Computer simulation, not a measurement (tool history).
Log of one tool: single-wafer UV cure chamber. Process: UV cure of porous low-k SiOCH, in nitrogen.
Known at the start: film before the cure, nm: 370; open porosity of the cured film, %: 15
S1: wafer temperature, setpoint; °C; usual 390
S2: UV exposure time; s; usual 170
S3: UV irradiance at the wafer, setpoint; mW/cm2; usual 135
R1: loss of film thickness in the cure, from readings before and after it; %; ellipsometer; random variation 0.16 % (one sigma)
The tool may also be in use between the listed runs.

run     day   S1   S2   S3      R1
  1   0.000  399  170  155   9.648
  2   9.325  399  170  155   9.534
  3  12.179  399  170  155   9.117
  4  15.779  390  170  167   9.092
  5  17.404  390  170  167   9.355
     18.046  -- quartz window cleaned
  6  19.858  390  170  135   8.922
  7  23.025  390  170  135   8.646
  8  25.858  390  170  135   8.592
  9  28.983  390  170  135   8.283
     35.188  -- UV bulbs replaced
 10  37.371  390  170  135   8.952
 11  39.950  371   85  114   5.502
     42.508  -- quartz window cleaned
 12  43.342  390   70  135   6.153
 13  47.675  390  170  124   9.007
 14  50.921  382   95  106   5.971
 15  53.296  383  265  135  10.938
 16  55.379  390  170  167  10.205
 17  59.150  399  170  155   9.630
 18  60.742  380   90  172   7.379
 19  64.371  409  120  161   8.718

Forecast each of these 3 alternatives for the next run:
  A  64.388  390  170  123   ?
  B  64.388  406  170  135   ?
  C  64.388  373   75  135   ?

run     R1
  A  8.432
  B  9.038
  C  5.546
Without the tool's hidden state the same runs would have given:
run      R1
  A   9.407
  B  10.034
  C   6.403
